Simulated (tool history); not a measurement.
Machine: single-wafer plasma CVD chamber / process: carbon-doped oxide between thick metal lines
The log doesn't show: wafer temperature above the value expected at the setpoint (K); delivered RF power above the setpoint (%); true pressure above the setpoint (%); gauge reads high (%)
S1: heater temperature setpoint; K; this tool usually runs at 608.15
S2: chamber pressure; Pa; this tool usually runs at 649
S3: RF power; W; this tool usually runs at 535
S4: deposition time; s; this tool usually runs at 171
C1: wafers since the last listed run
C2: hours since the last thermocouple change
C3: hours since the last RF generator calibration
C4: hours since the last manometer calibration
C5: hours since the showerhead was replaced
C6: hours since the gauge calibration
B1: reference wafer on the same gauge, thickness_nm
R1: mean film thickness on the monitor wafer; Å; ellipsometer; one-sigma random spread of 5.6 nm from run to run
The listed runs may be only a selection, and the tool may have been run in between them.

run,hour,S1,S2,S3,S4,C1,C2,C3,C4,C5,C6,B1,R1
1,0.0,608.15,649,535,154,0,1172.8,1258.5,2003.3,5689.8,1323.4,795.780,8333.62
2,57.1,608.15,649,535,171,529,1229.9,1315.6,2060.4,5746.9,1380.5,794.098,9286.12
3,132.0,608.15,649,535,171,694,1304.8,1390.5,2135.3,5821.8,1455.4,792.893,9222.05
4,183.3,608.15,649,535,171,475,1356.1,1441.8,2186.6,5873.1,1506.7,793.202,9326.47
5,224.2,618.15,649,535,171,379,1397.0,1482.7,2227.5,5914.0,1547.6,793.228,9087.64
6,264.1,618.15,649,535,171,369,1436.9,1522.6,2267.4,5953.9,1587.5,793.380,9042.14
7,315.6,608.15,649,535,150,477,1488.4,1574.1,2318.9,6005.4,1639.0,794.498,8192.59
8,390.7,608.15,649,535,150,696,1563.5,1649.2,2394.0,6080.5,1714.1,794.057,8108.48
9,452.9,608.15,649,535,150,576,1625.7,1711.4,2456.2,6142.7,1776.3,791.420,8115.99
10,517.2,601.15,649,535,171,596,1690.0,1775.7,2520.5,6207.0,1840.6,793.204,9469.03
11,601.4,613.15,649,615,171,780,1774.2,1859.9,2604.7,6291.2,1924.8,793.566,9699.11
# hour 625.9: showerhead replaced
12,682.9,608.15,649,535,159,681,1855.7,1941.4,2686.2,57.0,2006.3,794.703,8486.59
13,733.9,621.15,772,455,198,472,1906.7,1992.4,2737.2,108.0,2057.3,791.699,9659.76
14,778.6,608.15,649,535,171,414,1951.4,2037.1,2781.9,152.7,2102.0,794.345,9245.22
# hour 818.5: capacitance manometer re-zeroed and calibrated
# hour 820.5: RF generator calibrated
15,865.1,608.15,708,535,171,709,2037.9,44.6,46.6,239.2,2188.5,793.408,9622.31
16,936.3,608.15,649,535,171,660,2109.1,115.8,117.8,310.4,2259.7,792.981,9521.90
# hour 989.9: thermocouple changed; heater temperature recalibrated
17,1029.0,616.15,604,600,157,785,39.1,208.5,210.5,403.1,2352.4,793.992,8923.24
18,1110.4,617.15,649,570,171,754,120.5,289.9,291.9,484.5,2433.8,792.863,9495.34
19,1165.4,608.15,649,535,171,510,175.5,344.9,346.9,539.5,2488.8,794.565,9444.52
# hour 1186.8: gauge calibrated
20,1238.5,598.15,649,535,171,677,248.6,418.0,420.0,612.6,51.7,793.748,9827.59
21,1300.5,604.15,649,535,171,574,310.6,480.0,482.0,674.6,113.7,792.897,9530.81
22,1357.8,603.15,649,465,171,531,367.9,537.3,539.3,731.9,171.0,794.829,8900.70
23,1441.1,608.15,649,535,171,772,451.2,620.6,622.6,815.2,254.3,793.516,9431.90
24,1504.1,623.15,649,535,188,584,514.2,683.6,685.6,878.2,317.3,794.749,9856.69
25,1571.9,608.15,649,535,171,628,582.0,751.4,753.4,946.0,385.1,793.199,9368.46
26,1610.5,596.15,649,600,171,357,620.6,790.0,792.0,984.6,423.7,792.881,10349.70
27,1648.5,608.15,759,535,171,352,658.6,828.0,830.0,1022.6,461.7,794.744,9530.39
28,1747.9,608.15,649,535,188,921,758.0,927.4,929.4,1122.0,561.1,795.345,10128.28

Consider 4 possible next runs. They are alternatives, not a sequence: every one starts from the tool as it was left by run 28. What does each give?
A,1748.3,608.15,649,505,171,3,758.4,927.8,929.8,1122.4,561.5,?,?
B,1748.3,608.15,756,590,171,3,758.4,927.8,929.8,1122.4,561.5,?,?
C,1748.3,603.15,492,630,200,3,758.4,927.8,929.8,1122.4,561.5,?,?
D,1748.3,608.15,649,640,145,3,758.4,927.8,929.8,1122.4,561.5,?,?

run,B1,R1
A,796.749,9219.05
B,796.749,10107.52
C,796.749,11860.11
D,796.749,8768.14
Without the tool's unlogged condition, the same runs would have read:
run,R1
A,9396.48
B,10294.89
C,12079.96
D,8930.68

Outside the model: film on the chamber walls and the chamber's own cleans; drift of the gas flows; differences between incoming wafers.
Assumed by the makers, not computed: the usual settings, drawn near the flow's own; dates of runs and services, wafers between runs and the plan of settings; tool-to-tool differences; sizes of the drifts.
